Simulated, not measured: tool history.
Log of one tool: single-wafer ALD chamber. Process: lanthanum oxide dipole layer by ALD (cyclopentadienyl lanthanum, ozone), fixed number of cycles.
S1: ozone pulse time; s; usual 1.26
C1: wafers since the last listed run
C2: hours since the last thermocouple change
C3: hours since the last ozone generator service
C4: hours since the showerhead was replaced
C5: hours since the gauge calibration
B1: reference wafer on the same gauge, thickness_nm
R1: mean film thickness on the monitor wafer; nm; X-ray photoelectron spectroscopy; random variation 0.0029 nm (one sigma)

run 1 hour=0.0 | S1=1.26 | C1=0 C2=2125.6 C3=782.3 C4=3696.8 C5=41.2 | B1=0.529 | R1=0.472
run 2 hour=10.4 | S1=1.05 | C1=289 C2=2136.0 C3=792.7 C4=3707.2 C5=51.6 | B1=0.530 | R1=0.430
run 3 hour=27.9 | S1=1.26 | C1=487 C2=2153.5 C3=810.2 C4=3724.7 C5=69.1 | B1=0.529 | R1=0.470
run 4 hour=41.0 | S1=1.26 | C1=364 C2=2166.6 C3=823.3 C4=3737.8 C5=82.2 | B1=0.529 | R1=0.470
run 5 hour=80.5 | S1=1.26 | C1=1099 C2=2206.1 C3=862.8 C4=3777.3 C5=121.7 | B1=0.528 | R1=0.467
run 6 hour=88.7 | S1=1.26 | C1=228 C2=2214.3 C3=871.0 C4=3785.5 C5=129.9 | B1=0.529 | R1=0.473
run 7 hour=104.4 | S1=1.26 | C1=437 C2=2230.0 C3=886.7 C4=3801.2 C5=145.6 | B1=0.530 | R1=0.468
run 8 hour=112.4 | S1=1.26 | C1=222 C2=2238.0 C3=894.7 C4=3809.2 C5=153.6 | B1=0.529 | R1=0.466
run 9 hour=129.9 | S1=1.00 | C1=487 C2=2255.5 C3=912.2 C4=3826.7 C5=171.1 | B1=0.529 | R1=0.418
run 10 hour=140.4 | S1=1.26 | C1=292 C2=2266.0 C3=922.7 C4=3837.2 C5=181.6 | B1=0.529 | R1=0.467
-- hour=162.4 ozone generator serviced
-- hour=164.4 showerhead replaced
-- hour=165.1 thermocouple changed; heater temperature recalibrated
run 11 hour=165.6 | S1=1.26 | C1=403 C2=0.5 C3=3.2 C4=1.2 C5=206.8 | B1=0.529 | R1=0.550
run 12 hour=172.2 | S1=1.03 | C1=183 C2=7.1 C3=9.8 C4=7.8 C5=213.4 | B1=0.527 | R1=0.513
-- hour=186.9 gauge calibrated
run 13 hour=190.1 | S1=1.56 | C1=498 C2=25.0 C3=27.7 C4=25.7 C5=3.2 | B1=0.529 | R1=0.568
run 14 hour=206.8 | S1=1.26 | C1=464 C2=41.7 C3=44.4 C4=42.4 C5=19.9 | B1=0.528 | R1=0.538
run 15 hour=219.1 | S1=0.85 | C1=342 C2=54.0 C3=56.7 C4=54.7 C5=32.2 | B1=0.529 | R1=0.461
run 16 hour=236.9 | S1=1.58 | C1=495 C2=71.8 C3=74.5 C4=72.5 C5=50.0 | B1=0.529 | R1=0.562

The same runs without the tool's hidden state, with the same run-to-run variation:
The hidden state here: wafer temperature above the value expected at the setpoint (K); ozone dose above that of a generator just serviced (%); gauge reads high (%).
run=1 R1=0.548
run=2 R1=0.520
run=3 R1=0.547
run=4 R1=0.548
run=5 R1=0.545
run=6 R1=0.552
run=7 R1=0.547
run=8 R1=0.544
run=9 R1=0.514
run=10 R1=0.547
run=11 R1=0.554
run=12 R1=0.519
run=13 R1=0.574
run=14 R1=0.549
run=15 R1=0.480
run=16 R1=0.573

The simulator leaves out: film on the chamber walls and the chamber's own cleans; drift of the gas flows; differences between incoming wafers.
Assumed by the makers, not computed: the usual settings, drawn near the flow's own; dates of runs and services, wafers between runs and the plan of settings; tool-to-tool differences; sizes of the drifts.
